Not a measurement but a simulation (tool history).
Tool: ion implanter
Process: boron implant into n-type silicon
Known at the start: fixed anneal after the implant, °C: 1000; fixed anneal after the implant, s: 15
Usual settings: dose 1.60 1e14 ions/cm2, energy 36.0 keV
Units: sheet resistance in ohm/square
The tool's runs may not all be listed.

| run | hour | dose | energy | wafers since the last listed run | hours since the last dose calibration | hours since the extraction supply was calibrated | hours since the gauge calibration | read-back reference wafer on the same gauge, sheet resistance | sheet resistance |
|---|---|---|---|---|---|---|---|---|---|
| 1 | 0.0 | 1.60 | 36.0 | 0 | 364.4 | 5160.8 | 803.1 | 473.76 | 512.34 |
| 2 | 71.8 | 1.60 | 36.0 | 1838 | 436.2 | 5232.6 | 874.9 | 474.21 | 510.09 |
| 3 | 111.6 | 1.60 | 39.5 | 1019 | 476.0 | 5272.4 | 914.7 | 474.28 | 500.65 |
| 4 | 169.9 | 1.60 | 39.5 | 1492 | 534.3 | 5330.7 | 973.0 | 473.37 | 497.51 |
| 5 | 215.6 | 1.60 | 39.5 | 1170 | 580.0 | 5376.4 | 1018.7 | 473.98 | 497.00 |
| 6 | 282.6 | 1.60 | 36.0 | 1715 | 647.0 | 5443.4 | 1085.7 | 474.12 | 504.63 |
|  | 420.1 | Faraday cup replaced and dose calibrated |
| 7 | 420.6 | 1.60 | 36.0 | 3328 | 0.5 | 5581.4 | 1223.7 | 473.63 | 492.08 |
| 8 | 484.9 | 1.60 | 36.0 | 1646 | 64.8 | 5645.7 | 1288.0 | 474.14 | 489.04 |
| 9 | 540.3 | 1.60 | 36.0 | 1418 | 120.2 | 5701.1 | 1343.4 | 473.87 | 493.49 |
| 10 | 574.1 | 1.60 | 36.0 | 865 | 154.0 | 5734.9 | 1377.2 | 473.82 | 492.76 |
|  | 608.8 | Faraday cup replaced and dose calibrated, repeated, since the last time left the tool worse |
| 11 | 628.7 | 1.60 | 36.0 | 1193 | 19.9 | 5789.5 | 1431.8 | 474.48 | 512.51 |
| 12 | 686.9 | 1.60 | 30.5 | 1490 | 78.1 | 5847.7 | 1490.0 | 473.92 | 527.07 |
| 13 | 727.6 | 1.60 | 36.0 | 1042 | 118.8 | 5888.4 | 1530.7 | 474.14 | 515.52 |
| 14 | 796.3 | 1.31 | 43.5 | 1759 | 187.5 | 5957.1 | 1599.4 | 474.20 | 568.98 |
| 15 | 830.9 | 1.60 | 36.0 | 885 | 222.1 | 5991.7 | 1634.0 | 473.99 | 511.74 |
| 16 | 868.4 | 1.78 | 36.0 | 960 | 259.6 | 6029.2 | 1671.5 | 473.71 | 474.80 |
| 17 | 903.6 | 1.41 | 40.0 | 901 | 294.8 | 6064.4 | 1706.7 | 473.94 | 549.13 |
| 18 | 942.0 | 1.60 | 36.0 | 983 | 333.2 | 6102.8 | 1745.1 | 473.49 | 513.01 |
| 19 | 1011.0 | 2.06 | 46.5 | 1766 | 402.2 | 6171.8 | 1814.1 | 474.03 | 408.79 |
| 20 | 1061.3 | 1.60 | 36.0 | 1287 | 452.5 | 6222.1 | 1864.4 | 474.40 | 508.83 |
| 21 | 1098.4 | 1.60 | 36.0 | 949 | 489.6 | 6259.2 | 1901.5 | 474.28 | 510.83 |
|  | 1163.4 | extraction supply calibrated |
| 22 | 1163.9 | 1.16 | 42.5 | 1472 | 555.1 | 0.5 | 1967.0 | 473.79 | 619.12 |
|  | 1204.3 | gauge calibrated |
| 23 | 1213.2 | 1.45 | 23.5 | 1262 | 604.4 | 49.8 | 8.9 | 473.99 | 581.36 |
|  | 1325.0 | Faraday cup replaced and dose calibrated |
| 24 | 1388.9 | 1.93 | 28.0 | 4293 | 63.9 | 225.5 | 184.6 | 474.22 | 465.18 |
| 25 | 1413.5 | 2.03 | 36.0 | 629 | 88.5 | 250.1 | 209.2 | 473.87 | 432.88 |
| 26 | 1450.8 | 1.89 | 27.5 | 955 | 125.8 | 287.4 | 246.5 | 474.17 | 474.55 |
| 27 | 1506.1 | 1.60 | 46.0 | 1415 | 181.1 | 342.7 | 301.8 | 474.35 | 491.98 |

3 ways to go on from here, each from the tool as it stands after run 27. What would each give?
| A | 1506.5 | 1.60 | 36.0 | 10 | 181.5 | 343.1 | 302.2 | ? | ? |
| B | 1506.5 | 1.75 | 47.5 | 10 | 181.5 | 343.1 | 302.2 | ? | ? |
| C | 1506.5 | 1.92 | 42.5 | 10 | 181.5 | 343.1 | 302.2 | ? | ? |

| run | read-back reference wafer on the same gauge, sheet resistance | sheet resistance |
|---|---|---|
| A | 473.54 | 512.31 |
| B | 473.54 | 459.46 |
| C | 473.54 | 437.83 |
Without the tool's hidden state the same runs would have given:
| run | sheet resistance |
|---|---|
| A | 512.60 |
| B | 459.72 |
| C | 438.08 |

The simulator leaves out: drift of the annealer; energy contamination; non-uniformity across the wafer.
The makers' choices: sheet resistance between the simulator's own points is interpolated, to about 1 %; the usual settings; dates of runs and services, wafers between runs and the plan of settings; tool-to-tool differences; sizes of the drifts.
